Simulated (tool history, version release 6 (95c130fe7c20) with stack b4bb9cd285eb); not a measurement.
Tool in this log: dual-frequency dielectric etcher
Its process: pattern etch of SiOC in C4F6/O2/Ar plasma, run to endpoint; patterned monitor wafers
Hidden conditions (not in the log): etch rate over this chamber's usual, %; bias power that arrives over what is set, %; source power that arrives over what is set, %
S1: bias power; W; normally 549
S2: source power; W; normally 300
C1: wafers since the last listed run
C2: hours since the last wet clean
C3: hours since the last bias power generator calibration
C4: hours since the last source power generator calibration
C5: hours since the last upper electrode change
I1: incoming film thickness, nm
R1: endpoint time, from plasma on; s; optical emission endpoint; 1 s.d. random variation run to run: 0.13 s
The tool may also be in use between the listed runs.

run 1 hour=0.0 | S1=549 S2=320 | C1=0 C2=278.3 C3=3544.0 C4=2632.2 C5=1753.0 | I1=37.67 | R1=13.9
-- hour=63.2 wet clean of the chamber
run 2 hour=261.0 | S1=549 S2=320 | C1=3508 C2=197.8 C3=3805.0 C4=2893.2 C5=2014.0 | I1=37.55 | R1=14.3
run 3 hour=298.4 | S1=464 S2=340 | C1=553 C2=235.2 C3=3842.4 C4=2930.6 C5=2051.4 | I1=37.37 | R1=14.9
-- hour=383.6 wet clean of the chamber
run 4 hour=390.1 | S1=549 S2=300 | C1=1002 C2=6.5 C3=3934.1 C4=3022.3 C5=2143.1 | I1=37.44 | R1=14.9
run 5 hour=434.3 | S1=549 S2=300 | C1=654 C2=50.7 C3=3978.3 C4=3066.5 C5=2187.3 | I1=37.37 | R1=14.5
run 6 hour=489.2 | S1=549 S2=300 | C1=812 C2=105.6 C3=4033.2 C4=3121.4 C5=2242.2 | I1=37.37 | R1=14.4
-- hour=557.9 upper electrode replaced
run 7 hour=558.4 | S1=549 S2=300 | C1=669 C2=174.8 C3=4102.4 C4=3190.6 C5=0.5 | I1=37.23 | R1=14.2
-- hour=717.3 bias power generator calibrated
-- hour=730.0 wet clean of the chamber
-- hour=766.3 source power generator calibrated
run 8 hour=839.4 | S1=588 S2=320 | C1=3853 C2=109.4 C3=122.1 C4=73.1 C5=281.5 | I1=37.02 | R1=13.5
run 9 hour=897.3 | S1=467 S2=370 | C1=857 C2=167.3 C3=180.0 C4=131.0 C5=339.4 | I1=36.96 | R1=14.2
run 10 hour=988.4 | S1=607 S2=230 | C1=1348 C2=258.4 C3=271.1 C4=222.1 C5=430.5 | I1=36.82 | R1=14.1
-- hour=1052.9 wet clean of the chamber
run 11 hour=1053.4 | S1=549 S2=330 | C1=606 C2=0.5 C3=336.1 C4=287.1 C5=495.5 | I1=37.13 | R1=14.1
run 12 hour=1122.4 | S1=549 S2=300 | C1=1021 C2=69.5 C3=405.1 C4=356.1 C5=564.5 | I1=37.10 | R1=14.3
run 13 hour=1163.6 | S1=595 S2=300 | C1=609 C2=110.7 C3=446.3 C4=397.3 C5=605.7 | I1=36.95 | R1=13.9
run 14 hour=1248.9 | S1=486 S2=240 | C1=1262 C2=196.0 C3=531.6 C4=482.6 C5=691.0 | I1=37.22 | R1=16.0

Below are 4 alternative next runs, each starting from the tool's condition after run 14. Predict each:
run A hour=1249.3 | S1=549 S2=300 | C1=5 C2=196.4 C3=532.0 C4=483.0 C5=691.4 | I1=37.14 | R1=?
run B hour=1249.3 | S1=464 S2=300 | C1=5 C2=196.4 C3=532.0 C4=483.0 C5=691.4 | I1=37.14 | R1=?
run C hour=1249.3 | S1=444 S2=270 | C1=5 C2=196.4 C3=532.0 C4=483.0 C5=691.4 | I1=37.14 | R1=?
run D hour=1249.3 | S1=460 S2=340 | C1=5 C2=196.4 C3=532.0 C4=483.0 C5=691.4 | I1=37.14 | R1=?

run=A R1=14.4
run=B R1=15.5
run=C R1=16.3
run=D R1=15.1
With no hidden state in the tool, these same runs would have given:
run=A R1=14.8
run=B R1=16.0
run=C R1=16.8
run=D R1=15.5
